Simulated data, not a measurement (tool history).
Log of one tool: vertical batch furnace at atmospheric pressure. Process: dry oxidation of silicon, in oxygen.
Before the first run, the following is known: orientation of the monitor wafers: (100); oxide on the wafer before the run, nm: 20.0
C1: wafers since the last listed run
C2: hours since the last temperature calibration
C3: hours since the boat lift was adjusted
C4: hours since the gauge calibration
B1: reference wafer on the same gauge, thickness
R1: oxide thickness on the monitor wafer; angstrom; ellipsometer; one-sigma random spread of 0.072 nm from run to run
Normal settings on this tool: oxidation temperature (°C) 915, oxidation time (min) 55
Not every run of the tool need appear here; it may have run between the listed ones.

run 1 hour=0 | oxidation_temperature_(°C)=921 oxidation_time_(min)=74.5 | C1=0 C2=2172.7 C3=5017 C4=623.2 | B1=27.41 | R1=376
run 2 hour=31.8 | oxidation_temperature_(°C)=921 oxidation_time_(min)=74.5 | C1=374 C2=2204.5 C3=5048.8 C4=655 | B1=27.42 | R1=375.9
run 3 hour=66.9 | oxidation_temperature_(°C)=915 oxidation_time_(min)=47.5 | C1=412 C2=2239.6 C3=5083.9 C4=690.1 | B1=27.39 | R1=306.6
run 4 hour=100.5 | oxidation_temperature_(°C)=915 oxidation_time_(min)=47.5 | C1=395 C2=2273.2 C3=5117.5 C4=723.7 | B1=27.41 | R1=308.1
run 5 hour=135.8 | oxidation_temperature_(°C)=915 oxidation_time_(min)=55 | C1=415 C2=2308.5 C3=5152.8 C4=759 | B1=27.4 | R1=323.4
run 6 hour=147.9 | oxidation_temperature_(°C)=915 oxidation_time_(min)=55 | C1=142 C2=2320.6 C3=5164.9 C4=771.1 | B1=27.42 | R1=324
run 7 hour=163.1 | oxidation_temperature_(°C)=915 oxidation_time_(min)=55 | C1=178 C2=2335.8 C3=5180.1 C4=786.3 | B1=27.42 | R1=324
run 8 hour=176.6 | oxidation_temperature_(°C)=915 oxidation_time_(min)=55 | C1=158 C2=2349.3 C3=5193.6 C4=799.8 | B1=27.4 | R1=322.8
run 9 hour=223.5 | oxidation_temperature_(°C)=915 oxidation_time_(min)=55 | C1=551 C2=2396.2 C3=5240.5 C4=846.7 | B1=27.39 | R1=323.8
run 10 hour=237.6 | oxidation_temperature_(°C)=915 oxidation_time_(min)=55 | C1=165 C2=2410.3 C3=5254.6 C4=860.8 | B1=27.37 | R1=324.5
run 11 hour=250.7 | oxidation_temperature_(°C)=915 oxidation_time_(min)=55 | C1=154 C2=2423.4 C3=5267.7 C4=873.9 | B1=27.4 | R1=323
run 12 hour=277.9 | oxidation_temperature_(°C)=927 oxidation_time_(min)=55 | C1=319 C2=2450.6 C3=5294.9 C4=901.1 | B1=27.38 | R1=345.1
-- hour=283 gauge calibrated
run 13 hour=308.3 | oxidation_temperature_(°C)=927 oxidation_time_(min)=55 | C1=357 C2=2481 C3=5325.3 C4=25.3 | B1=27.41 | R1=345
run 14 hour=334.2 | oxidation_temperature_(°C)=927 oxidation_time_(min)=55 | C1=304 C2=2506.9 C3=5351.2 C4=51.2 | B1=27.4 | R1=345
run 15 hour=346.6 | oxidation_temperature_(°C)=915 oxidation_time_(min)=55 | C1=145 C2=2519.3 C3=5363.6 C4=63.6 | B1=27.41 | R1=322.1
run 16 hour=369.2 | oxidation_temperature_(°C)=915 oxidation_time_(min)=55 | C1=265 C2=2541.9 C3=5386.2 C4=86.2 | B1=27.37 | R1=323.8
run 17 hour=384.2 | oxidation_temperature_(°C)=907 oxidation_time_(min)=67 | C1=176 C2=2556.9 C3=5401.2 C4=101.2 | B1=27.4 | R1=332.3
run 18 hour=401 | oxidation_temperature_(°C)=934 oxidation_time_(min)=72 | C1=197 C2=2573.7 C3=5418 C4=118 | B1=27.39 | R1=402.8
run 19 hour=437 | oxidation_temperature_(°C)=915 oxidation_time_(min)=41 | C1=423 C2=2609.7 C3=5454 C4=154 | B1=27.38 | R1=293
run 20 hour=459.2 | oxidation_temperature_(°C)=929 oxidation_time_(min)=44.5 | C1=261 C2=2631.9 C3=5476.2 C4=176.2 | B1=27.38 | R1=323.3
-- hour=496.5 thermocouples replaced and temperature profile calibrated
run 21 hour=497 | oxidation_temperature_(°C)=895 oxidation_time_(min)=46.5 | C1=162 C2=0.5 C3=5514 C4=214 | B1=27.38 | R1=279.6
-- hour=522.3 boat lift adjusted
run 22 hour=523.1 | oxidation_temperature_(°C)=901 oxidation_time_(min)=32.5 | C1=24 C2=26.6 C3=0.8 C4=240.1 | B1=27.41 | R1=261.9
run 23 hour=537.6 | oxidation_temperature_(°C)=890 oxidation_time_(min)=72 | C1=170 C2=41.1 C3=15.3 C4=254.6 | B1=27.4 | R1=310.5
run 24 hour=563.2 | oxidation_temperature_(°C)=915 oxidation_time_(min)=55 | C1=301 C2=66.7 C3=40.9 C4=280.2 | B1=27.41 | R1=322
run 25 hour=591.7 | oxidation_temperature_(°C)=904 oxidation_time_(min)=36.5 | C1=335 C2=95.2 C3=69.4 C4=308.7 | B1=27.4 | R1=273.1
run 26 hour=626.2 | oxidation_temperature_(°C)=921 oxidation_time_(min)=55 | C1=405 C2=129.7 C3=103.9 C4=343.2 | B1=27.4 | R1=334.1
run 27 hour=644.7 | oxidation_temperature_(°C)=934 oxidation_time_(min)=39.5 | C1=217 C2=148.2 C3=122.4 C4=361.7 | B1=27.43 | R1=317.4
run 28 hour=680.3 | oxidation_temperature_(°C)=925 oxidation_time_(min)=55 | C1=418 C2=183.8 C3=158 C4=397.3 | B1=27.39 | R1=340.4

For run 29, what comes out?
run 29 hour=699.3 | oxidation_temperature_(°C)=937 oxidation_time_(min)=71 | C1=223 C2=202.8 C3=177 C4=416.3 | B1=? | R1=?

{"run 29": {"B1": 27.42, "R1": 408.9}}
Without the tool's hidden state the same run would have given R1 408.9 angstrom.
